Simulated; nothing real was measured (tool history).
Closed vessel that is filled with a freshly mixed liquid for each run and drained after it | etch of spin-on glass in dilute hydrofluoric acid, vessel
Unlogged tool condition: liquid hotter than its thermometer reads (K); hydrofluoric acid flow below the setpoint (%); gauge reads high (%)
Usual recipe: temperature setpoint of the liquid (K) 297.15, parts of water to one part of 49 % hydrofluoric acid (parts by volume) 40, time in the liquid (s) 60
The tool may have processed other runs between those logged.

run	day	temperature setpoint of the liquid (K)	parts of water to one part of 49 % hydrofluoric acid (parts by volume)	time in the liquid (s)	wafers since the last listed run	hours since the thermometer was replaced	hours since the hydrofluoric acid flow meter was replaced	hours since the gauge calibration	read-back film thickness of the spin-on glass reference wafer, read on the same gauge (nm)	thickness taken off the spin-on glass on a monitor wafer (angstrom)
1	0.000	297.15	40	60	0	1714.3	173.9	53.5	150.02	506.5
2	0.892	297.15	40	60	2891	1735.7	195.3	74.9	150.00	504.4
3	1.971	297.15	40	60	3499	1761.6	221.2	100.8	150.04	505.4
4	2.954	297.15	40	60	3188	1785.2	244.8	124.4	150.01	502.4
5	3.658	297.15	40	60	2283	1802.1	261.7	141.3	149.98	508.5
6	4.967	297.15	40	60	4242	1833.5	293.1	172.7	150.00	512.8
7	5.471	297.15	40	75	1634	1845.6	305.2	184.8	150.02	633.9
8	6.279	297.15	50	60	2620	1865.0	324.6	204.2	150.00	397.5
9	7.675	297.15	50	60	4525	1898.5	358.1	237.7	149.99	399.9
10	9.004	293.65	40	75	4309	1930.4	390.0	269.6	149.99	543.8
11	9.625	293.65	40	75	2012	1945.3	404.9	284.5	150.01	549.6
12	10.558	297.15	40	60	3026	1967.7	427.3	306.9	150.00	505.7
13	11.196	297.15	40	60	2066	1983.0	442.6	322.2	150.01	507.9
14	12.262	293.15	35	60	3458	2008.6	468.2	347.8	150.01	496.0
15	13.625	293.15	35	60	4417	2041.3	500.9	380.5	150.00	492.4
16	17.196	293.15	35	60	11577	2127.0	586.6	466.2	149.98	491.4
17	18.508	297.15	40	60	4255	2158.5	618.1	497.7	150.00	510.2
18	19.621	297.15	40	60	3607	2185.2	644.8	524.4	150.01	518.4
# day 20.312: gauge calibrated
19	21.017	297.15	40	60	4525	2218.7	678.3	16.9	150.00	513.2
20	22.071	297.15	20	70	3417	2244.0	703.6	42.2	149.98	1220.1
21	23.067	297.15	40	45	3228	2267.9	727.5	66.1	150.00	384.4
22	24.296	292.65	40	30	3985	2297.4	757.0	95.6	150.01	209.0
23	24.917	293.65	55	35	2012	2312.3	771.9	110.5	149.98	184.6
# day 25.838: thermometer replaced
24	25.962	295.15	40	45	3255	3.0	797.0	135.6	149.98	331.5
25	27.133	297.15	40	60	3796	31.1	825.1	163.7	150.03	478.7
26	28.038	297.15	40	60	2931	52.8	846.8	185.4	149.99	482.2
27	28.792	295.15	20	30	2445	70.9	864.9	203.5	150.00	456.2
# day 29.283: hydrofluoric acid flow meter replaced
28	30.171	297.15	40	85	4336	104.0	21.3	236.6	150.00	677.9
29	31.258	297.15	40	60	3526	130.1	47.4	262.7	150.00	478.2
30	31.800	297.15	20	60	1756	143.1	60.4	275.7	149.96	986.4
31	35.392	292.65	30	30	11645	229.3	146.6	361.9	149.98	270.2
32	35.967	297.15	60	60	1864	243.1	160.4	375.7	149.99	314.1
33	36.883	301.65	40	45	2972	265.1	182.4	397.7	150.00	431.7
34	37.717	297.15	40	60	2701	285.1	202.4	417.7	149.99	488.2
35	38.521	293.15	45	60	2607	304.4	221.7	437.0	149.98	363.1

Predict each of these 3 candidate next runs independently; none follows another, all start after run 35:
A	38.550	297.15	40	60	94	305.1	222.4	437.7	?	?
B	38.550	301.15	55	90	94	305.1	222.4	437.7	?	?
C	38.550	294.15	30	70	94	305.1	222.4	437.7	?	?

run	read-back film thickness of the spin-on glass reference wafer, read on the same gauge (nm)	thickness taken off the spin-on glass on a monitor wafer (angstrom)
A	149.98	482.1
B	149.98	605.6
C	149.98	669.7
The same runs, with their run-to-run variation unchanged, on a tool lacking any hidden condition would have given:
run	thickness taken off the spin-on glass on a monitor wafer (angstrom)
A	477.5
B	600.1
C	663.2
